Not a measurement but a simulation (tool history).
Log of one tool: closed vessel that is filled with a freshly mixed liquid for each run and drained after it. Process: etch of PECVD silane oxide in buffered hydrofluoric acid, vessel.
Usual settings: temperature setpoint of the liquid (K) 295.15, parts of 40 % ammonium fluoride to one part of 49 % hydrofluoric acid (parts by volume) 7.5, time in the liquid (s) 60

run	hour	temperature setpoint of the liquid (K)	parts of 40 % ammonium fluoride to one part of 49 % hydrofluoric acid (parts by volume)	time in the liquid (s)	wafers since the last listed run	hours since the thermometer was replaced	hours since the hydrofluoric acid flow meter was replaced	hours since the gauge calibration	read-back film thickness of the PECVD silane oxide reference wafer, read on the same gauge (nm)	thickness taken off the PECVD silane oxide on a monitor wafer (angstrom)
1	0	295.15	7.5	70	0	1262.1	414.6	469.2	110.03	2219
2	45.9	295.15	7.5	70	4022	1308	460.5	515.1	109.99	2207.8
3	92.7	295.15	7.5	60	4101	1354.8	507.3	561.9	109.98	1906.8
# hour 114.2: gauge calibrated
4	200.4	295.15	7.5	60	9439	1462.5	615	86.2	110.02	1922.4
5	266.6	295.15	7.5	60	5802	1528.7	681.2	152.4	110.02	1911.7
6	362.3	295.15	7.5	85	8387	1624.4	776.9	248.1	109.99	2709.8
7	444.4	295.15	7.5	85	7195	1706.5	859	330.2	109.97	2732.8
# hour 446.2: thermometer replaced
8	538.4	295.15	7.5	60	8150	92.2	953	424.2	110.01	1934.7
9	624.8	297.15	8.5	45	7572	178.6	1039.4	510.6	109.94	1419.8
# hour 637.1: gauge calibrated
# hour 693.8: hydrofluoric acid flow meter replaced
10	718.7	293.65	10	60	8142	272.5	24.9	81.6	110.05	1320.8
11	780.5	293.65	10	60	5416	334.3	86.7	143.4	110.02	1327.3
12	865.4	290.65	7.5	60	7440	419.2	171.6	228.3	110.01	1459.8
13	944.9	295.15	6.5	35	6967	498.7	251.1	307.8	109.99	1261.1
14	983.5	298.65	7.5	60	3383	537.3	289.7	346.4	110.03	2289

3 ways to go on from here, each from the tool as it stands after run 14. What would each give?
A	984.2	295.15	7.5	60	61	538	290.4	347.1	?	?
B	984.2	297.65	7.5	60	61	538	290.4	347.1	?	?
C	984.2	298.65	5.5	90	61	538	290.4	347.1	?	?

run	read-back film thickness of the PECVD silane oxide reference wafer, read on the same gauge (nm)	thickness taken off the PECVD silane oxide on a monitor wafer (angstrom)
A	109.99	1890.3
B	109.99	2167.4
C	109.99	4531.5
Without the tool's hidden state the same runs would have given:
run	thickness taken off the PECVD silane oxide on a monitor wafer (angstrom)
A	1858.2
B	2130.6
C	4470.9
